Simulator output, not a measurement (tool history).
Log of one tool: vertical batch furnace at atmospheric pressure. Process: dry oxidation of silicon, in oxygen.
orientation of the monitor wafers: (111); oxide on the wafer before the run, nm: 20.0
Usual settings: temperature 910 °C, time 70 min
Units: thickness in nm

run	hour	temperature	time	read-back reference wafer on the same gauge, thickness	thickness
1	0	904	53	39.68	35.59
2	27.7	904	53	39.69	35.93
3	62.2	904	53	39.71	35.77
4	81.8	924	70	39.7	46.43
5	111.4	924	70	39.7	46.21
6	138.8	910	70	39.7	41.95
7	168.7	910	70	39.69	41.89
8	184.9	910	70	39.69	41.8
9	217.6	910	70	39.7	42
# hour 247.4: thermocouples replaced and temperature profile calibrated
10	247.9	910	70	39.71	41.88
11	262.4	910	70	39.69	41.89
12	277.8	890	70	39.68	36.87
13	291.8	910	70	39.72	41.97
14	303.9	910	70	39.7	41.92
15	327.9	910	70	39.7	41.75
16	346.1	910	37.5	39.71	32.19
17	375.8	926	70	39.71	46.79
18	403	910	70	39.71	41.9
# hour 429: boat lift adjusted
19	429.5	928	70	39.7	48.54
20	441.4	910	102.5	39.69	51.95
# hour 451.9: gauge calibrated
21	465.3	910	70	39.7	42.77
22	484.8	929	57.5	39.71	44.17
23	515	889	58.5	39.71	34.48
24	543.9	910	70	39.69	42.63
25	573.7	898	49.5	39.71	33.99
26	587.6	910	70	39.71	42.65
27	664.9	898	48.5	39.7	33.76
28	688.1	910	70	39.68	42.69
29	719.8	886	100	39.69	42.7
30	744.8	917	84.5	39.68	49.2
31	764.1	921	41	39.71	35.95

4 ways to go on from here, each from the tool as it stands after run 31. What would each give?
A	769.7	910	47	?	?
B	769.7	901	46.5	?	?
C	769.7	901	51	?	?
D	769.7	886	45.5	?	?

run	read-back reference wafer on the same gauge, thickness	thickness
A	39.7	35.68
B	39.7	33.72
C	39.7	34.98
D	39.7	30.86
Without the tool's hidden state the same runs would have given:
run	thickness
A	35.92
B	33.93
C	35.21
D	31.04

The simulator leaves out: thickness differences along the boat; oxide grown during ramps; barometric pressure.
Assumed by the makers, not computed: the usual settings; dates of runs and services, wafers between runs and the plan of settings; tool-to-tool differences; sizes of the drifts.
